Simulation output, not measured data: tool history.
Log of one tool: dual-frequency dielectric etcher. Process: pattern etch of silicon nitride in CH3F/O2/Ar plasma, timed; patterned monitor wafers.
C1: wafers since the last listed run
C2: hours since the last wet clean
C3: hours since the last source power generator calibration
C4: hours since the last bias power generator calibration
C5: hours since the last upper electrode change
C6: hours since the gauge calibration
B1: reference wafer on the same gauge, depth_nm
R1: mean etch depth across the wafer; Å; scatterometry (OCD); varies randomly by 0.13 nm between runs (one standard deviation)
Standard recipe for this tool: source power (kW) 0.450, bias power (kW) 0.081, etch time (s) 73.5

{"run": 1, "hour": 0.0, "source power (kW)": 0.51, "bias power (kW)": 0.081, "etch time (s)": 73.5, "C1": 0, "C2": 66.9, "C3": 2800.0, "C4": 3701.0, "C5": 5135.6, "C6": 1471.6, "B1": 65.3, "R1": 591}
{"hour": 14.2, "done": "gauge calibrated"}
{"run": 2, "hour": 27.9, "source power (kW)": 0.51, "bias power (kW)": 0.081, "etch time (s)": 73.5, "C1": 422, "C2": 94.8, "C3": 2827.9, "C4": 3728.9, "C5": 5163.5, "C6": 13.7, "B1": 66.6, "R1": 601}
{"hour": 62.3, "done": "upper electrode replaced"}
{"run": 3, "hour": 62.7, "source power (kW)": 0.45, "bias power (kW)": 0.081, "etch time (s)": 73.5, "C1": 163, "C2": 129.6, "C3": 2862.7, "C4": 3763.7, "C5": 0.4, "C6": 48.5, "B1": 66.6, "R1": 561}
{"run": 4, "hour": 97.8, "source power (kW)": 0.45, "bias power (kW)": 0.081, "etch time (s)": 73.5, "C1": 530, "C2": 164.7, "C3": 2897.8, "C4": 3798.8, "C5": 35.5, "C6": 83.6, "B1": 66.5, "R1": 563}
{"run": 5, "hour": 133.2, "source power (kW)": 0.45, "bias power (kW)": 0.081, "etch time (s)": 73.5, "C1": 535, "C2": 200.1, "C3": 2933.2, "C4": 3834.2, "C5": 70.9, "C6": 119.0, "B1": 66.5, "R1": 559}
{"run": 6, "hour": 158.8, "source power (kW)": 0.45, "bias power (kW)": 0.081, "etch time (s)": 62.5, "C1": 387, "C2": 225.7, "C3": 2958.8, "C4": 3859.8, "C5": 96.5, "C6": 144.6, "B1": 66.5, "R1": 479}
{"run": 7, "hour": 184.9, "source power (kW)": 0.45, "bias power (kW)": 0.088, "etch time (s)": 73.5, "C1": 394, "C2": 251.8, "C3": 2984.9, "C4": 3885.9, "C5": 122.6, "C6": 170.7, "B1": 66.4, "R1": 587}
{"hour": 200.6, "done": "source power generator calibrated"}
{"run": 8, "hour": 206.6, "source power (kW)": 0.42, "bias power (kW)": 0.095, "etch time (s)": 86.0, "C1": 267, "C2": 273.5, "C3": 6.0, "C4": 3907.6, "C5": 144.3, "C6": 192.4, "B1": 66.4, "R1": 682}
{"run": 9, "hour": 221.4, "source power (kW)": 0.42, "bias power (kW)": 0.081, "etch time (s)": 66.0, "C1": 223, "C2": 288.3, "C3": 20.8, "C4": 3922.4, "C5": 159.1, "C6": 207.2, "B1": 66.4, "R1": 485}
{"hour": 289.3, "done": "bias power generator calibrated"}
{"run": 10, "hour": 311.4, "source power (kW)": 0.45, "bias power (kW)": 0.088, "etch time (s)": 73.5, "C1": 1300, "C2": 378.3, "C3": 110.8, "C4": 22.1, "C5": 249.1, "C6": 297.2, "B1": 66.3, "R1": 583}
{"run": 11, "hour": 330.7, "source power (kW)": 0.45, "bias power (kW)": 0.081, "etch time (s)": 81.5, "C1": 291, "C2": 397.6, "C3": 130.1, "C4": 41.4, "C5": 268.4, "C6": 316.5, "B1": 66.3, "R1": 621}
{"run": 12, "hour": 355.9, "source power (kW)": 0.45, "bias power (kW)": 0.081, "etch time (s)": 73.5, "C1": 381, "C2": 422.8, "C3": 155.3, "C4": 66.6, "C5": 293.6, "C6": 341.7, "B1": 66.3, "R1": 561}
{"run": 13, "hour": 375.3, "source power (kW)": 0.45, "bias power (kW)": 0.081, "etch time (s)": 56.0, "C1": 293, "C2": 442.2, "C3": 174.7, "C4": 86.0, "C5": 313.0, "C6": 361.1, "B1": 66.3, "R1": 426}
{"run": 14, "hour": 419.6, "source power (kW)": 0.45, "bias power (kW)": 0.081, "etch time (s)": 94.0, "C1": 670, "C2": 486.5, "C3": 219.0, "C4": 130.3, "C5": 357.3, "C6": 405.4, "B1": 66.2, "R1": 711}
{"hour": 443.9, "done": "wet clean of the chamber"}
{"run": 15, "hour": 445.4, "source power (kW)": 0.35, "bias power (kW)": 0.101, "etch time (s)": 66.5, "C1": 27, "C2": 1.5, "C3": 244.8, "C4": 156.1, "C5": 383.1, "C6": 431.2, "B1": 66.2, "R1": 486}
{"run": 16, "hour": 462.2, "source power (kW)": 0.37, "bias power (kW)": 0.061, "etch time (s)": 66.0, "C1": 254, "C2": 18.3, "C3": 261.6, "C4": 172.9, "C5": 399.9, "C6": 448.0, "B1": 66.2, "R1": 385}
{"run": 17, "hour": 494.6, "source power (kW)": 0.51, "bias power (kW)": 0.09, "etch time (s)": 73.5, "C1": 490, "C2": 50.7, "C3": 294.0, "C4": 205.3, "C5": 432.3, "C6": 480.4, "B1": 66.1, "R1": 629}
{"run": 18, "hour": 508.5, "source power (kW)": 0.45, "bias power (kW)": 0.076, "etch time (s)": 91.5, "C1": 210, "C2": 64.6, "C3": 307.9, "C4": 219.2, "C5": 446.2, "C6": 494.3, "B1": 66.1, "R1": 675}
{"run": 19, "hour": 526.3, "source power (kW)": 0.45, "bias power (kW)": 0.081, "etch time (s)": 73.5, "C1": 269, "C2": 82.4, "C3": 325.7, "C4": 237.0, "C5": 464.0, "C6": 512.1, "B1": 66.1, "R1": 560}
{"run": 20, "hour": 559.5, "source power (kW)": 0.56, "bias power (kW)": 0.069, "etch time (s)": 73.5, "C1": 502, "C2": 115.6, "C3": 358.9, "C4": 270.2, "C5": 497.2, "C6": 545.3, "B1": 66.1, "R1": 579}
{"run": 21, "hour": 576.2, "source power (kW)": 0.45, "bias power (kW)": 0.081, "etch time (s)": 73.5, "C1": 252, "C2": 132.3, "C3": 375.6, "C4": 286.9, "C5": 513.9, "C6": 562.0, "B1": 66.0, "R1": 556}
{"run": 22, "hour": 602.1, "source power (kW)": 0.45, "bias power (kW)": 0.069, "etch time (s)": 73.5, "C1": 391, "C2": 158.2, "C3": 401.5, "C4": 312.8, "C5": 539.8, "C6": 587.9, "B1": 66.0, "R1": 512}
{"run": 23, "hour": 625.5, "source power (kW)": 0.48, "bias power (kW)": 0.064, "etch time (s)": 73.5, "C1": 353, "C2": 181.6, "C3": 424.9, "C4": 336.2, "C5": 563.2, "C6": 611.3, "B1": 66.0, "R1": 514}
{"run": 24, "hour": 645.3, "source power (kW)": 0.45, "bias power (kW)": 0.081, "etch time (s)": 73.5, "C1": 299, "C2": 201.4, "C3": 444.7, "C4": 356.0, "C5": 583.0, "C6": 631.1, "B1": 65.9, "R1": 556}
{"run": 25, "hour": 671.4, "source power (kW)": 0.35, "bias power (kW)": 0.081, "etch time (s)": 73.5, "C1": 394, "C2": 227.5, "C3": 470.8, "C4": 382.1, "C5": 609.1, "C6": 657.2, "B1": 65.9, "R1": 475}
{"run": 26, "hour": 696.1, "source power (kW)": 0.55, "bias power (kW)": 0.093, "etch time (s)": 52.0, "C1": 373, "C2": 252.2, "C3": 495.5, "C4": 406.8, "C5": 633.8, "C6": 681.9, "B1": 65.9, "R1": 470}
{"run": 27, "hour": 717.0, "source power (kW)": 0.45, "bias power (kW)": 0.064, "etch time (s)": 73.5, "C1": 316, "C2": 273.1, "C3": 516.4, "C4": 427.7, "C5": 654.7, "C6": 702.8, "B1": 65.9, "R1": 494}
{"run": 28, "hour": 734.1, "source power (kW)": 0.45, "bias power (kW)": 0.064, "etch time (s)": 73.5, "C1": 258, "C2": 290.2, "C3": 533.5, "C4": 444.8, "C5": 671.8, "C6": 719.9, "B1": 65.9, "R1": 493}
{"run": 29, "hour": 750.6, "source power (kW)": 0.45, "bias power (kW)": 0.062, "etch time (s)": 73.5, "C1": 249, "C2": 306.7, "C3": 550.0, "C4": 461.3, "C5": 688.3, "C6": 736.4, "B1": 65.9, "R1": 486}

Predict each of these 5 candidate next runs independently; none follows another, all start after run 29:
{"run": "A", "hour": 751.0, "source power (kW)": 0.41, "bias power (kW)": 0.081, "etch time (s)": 73.5, "C1": 6, "C2": 307.1, "C3": 550.4, "C4": 461.7, "C5": 688.7, "C6": 736.8, "B1": "?", "R1": "?"}
{"run": "B", "hour": 751.0, "source power (kW)": 0.34, "bias power (kW)": 0.09, "etch time (s)": 85.0, "C1": 6, "C2": 307.1, "C3": 550.4, "C4": 461.7, "C5": 688.7, "C6": 736.8, "B1": "?", "R1": "?"}
{"run": "C", "hour": 751.0, "source power (kW)": 0.45, "bias power (kW)": 0.099, "etch time (s)": 81.0, "C1": 6, "C2": 307.1, "C3": 550.4, "C4": 461.7, "C5": 688.7, "C6": 736.8, "B1": "?", "R1": "?"}
{"run": "D", "hour": 751.0, "source power (kW)": 0.45, "bias power (kW)": 0.081, "etch time (s)": 66.5, "C1": 6, "C2": 307.1, "C3": 550.4, "C4": 461.7, "C5": 688.7, "C6": 736.8, "B1": "?", "R1": "?"}
{"run": "E", "hour": 751.0, "source power (kW)": 0.45, "bias power (kW)": 0.071, "etch time (s)": 57.0, "C1": 6, "C2": 307.1, "C3": 550.4, "C4": 461.7, "C5": 688.7, "C6": 736.8, "B1": "?", "R1": "?"}

run=A B1=65.9 R1=528
run=B B1=65.9 R1=573
run=C B1=65.9 R1=678
run=D B1=65.9 R1=505
run=E B1=65.9 R1=405
With no hidden state in the tool, these same runs would have given:
run=A R1=537
run=B R1=582
run=C R1=689
run=D R1=513
run=E R1=411
